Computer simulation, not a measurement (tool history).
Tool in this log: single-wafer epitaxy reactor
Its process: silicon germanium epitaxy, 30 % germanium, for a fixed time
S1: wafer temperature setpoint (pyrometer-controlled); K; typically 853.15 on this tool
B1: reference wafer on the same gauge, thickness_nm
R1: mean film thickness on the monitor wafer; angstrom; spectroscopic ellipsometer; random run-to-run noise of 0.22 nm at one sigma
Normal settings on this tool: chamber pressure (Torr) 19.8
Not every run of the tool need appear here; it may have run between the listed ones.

Run 1, day 0: usual settings but S1 842.15 K; B1 37.931. Result: R1 312.75 angstrom.
Run 2, day 3.154: usual settings but S1 842.15 K; B1 37.793. Result: R1 316.37 angstrom.
Run 3, day 3.662: usual settings; B1 37.753. Result: R1 374.59 angstrom.
Run 4, day 4.425: usual settings; B1 37.701. Result: R1 374.99 angstrom.
Run 5, day 5.446: usual settings; B1 37.61. Result: R1 376.46 angstrom.
At day 5.521: gauge calibrated.
Run 6, day 6.508: usual settings but chamber pressure (Torr) 17.4; B1 39.306. Result: R1 381.67 angstrom.
Run 7, day 7.367: usual settings but chamber pressure (Torr) 17.4; B1 39.287. Result: R1 380.3 angstrom.
Run 8, day 8.738: usual settings; B1 39.301. Result: R1 390.25 angstrom.
Run 9, day 9.396: usual settings; B1 39.164. Result: R1 389.65 angstrom.
Run 10, day 10.85: usual settings; B1 39.218. Result: R1 390.39 angstrom.
Run 11, day 12.196: usual settings but S1 848.15 K, chamber pressure (Torr) 16.4; B1 39.309. Result: R1 344.43 angstrom.
Run 12, day 13.658: usual settings but S1 861.15 K, chamber pressure (Torr) 22.1; B1 39.205. Result: R1 462.07 angstrom.
Run 13, day 14.917: usual settings but S1 841.15 K; B1 39.191. Result: R1 316.39 angstrom.
Run 14, day 15.921: usual settings but chamber pressure (Torr) 21.2; B1 39.205. Result: R1 401.44 angstrom.
Run 15, day 16.821: usual settings but S1 859.15 K; B1 39.206. Result: R1 436.6 angstrom.
Run 16, day 18.225: usual settings but S1 867.15 K, chamber pressure (Torr) 22.2; B1 39.251. Result: R1 507.09 angstrom.
Run 17, day 19.029: usual settings but S1 845.15 K, chamber pressure (Torr) 16.9; B1 39.092. Result: R1 329.51 angstrom.
Run 18, day 20.479: usual settings but S1 861.15 K, chamber pressure (Torr) 24.1; B1 39.124. Result: R1 468.97 angstrom.
Run 19, day 21.804: usual settings but S1 847.15 K, chamber pressure (Torr) 16.5; B1 39.025. Result: R1 339.55 angstrom.
Run 20, day 23.183: usual settings; B1 38.959. Result: R1 386.56 angstrom.
Run 21, day 23.929: usual settings but S1 844.15 K, chamber pressure (Torr) 16.4; B1 39.011. Result: R1 313.99 angstrom.
Run 22, day 24.658: usual settings; B1 38.949. Result: R1 386.72 angstrom.
Run 23, day 26.138: usual settings but chamber pressure (Torr) 15.9; B1 38.882. Result: R1 368.98 angstrom.
Run 24, day 27.075: usual settings but S1 839.15 K; B1 38.766. Result: R1 304.26 angstrom.
At day 28.7: capacitance manometer re-zeroed and calibrated.
At day 28.854: showerhead replaced.
At day 29.412: pyrometer calibrated.
Run 25, day 29.817: usual settings; B1 38.702. Result: R1 386.12 angstrom.
Run 26, day 30.833: usual settings; B1 38.683. Result: R1 386.61 angstrom.
Run 27, day 31.396: usual settings but chamber pressure (Torr) 24.4; B1 38.651. Result: R1 411.13 angstrom.
Run 28, day 32.208: usual settings but S1 840.15 K; B1 38.589. Result: R1 311.83 angstrom.
Run 29, day 35.504: usual settings but S1 858.15 K, chamber pressure (Torr) 24.6; B1 38.36. Result: R1 442.66 angstrom.
Run 30, day 36.542: usual settings but S1 861.15 K, chamber pressure (Torr) 15.4; B1 38.248. Result: R1 415.42 angstrom.
Run 31, day 37.717: usual settings but S1 865.15 K, chamber pressure (Torr) 17.9; B1 38.341. Result: R1 451.82 angstrom.
Run 32, day 39.208: usual settings but S1 863.15 K; B1 38.152. Result: R1 455.79 angstrom.
Run 33, day 40.212: usual settings but S1 858.15 K, chamber pressure (Torr) 24.2; B1 38.161. Result: R1 437.32 angstrom.
Run 34, day 40.85: usual settings but S1 846.15 K, chamber pressure (Torr) 24.4; B1 38.02. Result: R1 355.62 angstrom.
Run 35, day 41.392: usual settings but S1 862.15 K, chamber pressure (Torr) 23.3; B1 38.075. Result: R1 464.07 angstrom.

Run by run, hidden condition taken away, random variation retained:
Hidden state present: wafer temperature above the value expected at the setpoint (K); true pressure above the setpoint (%); gauge reads high (%).
run      R1
  1  322.62
  2  328.42
  3  389.27
  4  390.32
  5  392.74
  6  380.76
  7  379.41
  8  389.42
  9  388.86
 10  389.73
 11  343.98
 12  461.72
 13  316.33
 14  401.56
 15  436.94
 16  507.91
 17  330.22
 18  470.47
 19  340.99
 20  388.66
 21  315.91
 22  389.35
 23  372.03
 24  307.09
 25  390.95
 26  391.95
 27  417.11
 28  316.71
 29  451.73
 30  424.62
 31   462.7
 32  467.95
 33  449.78
 34  366.17
 35  478.31
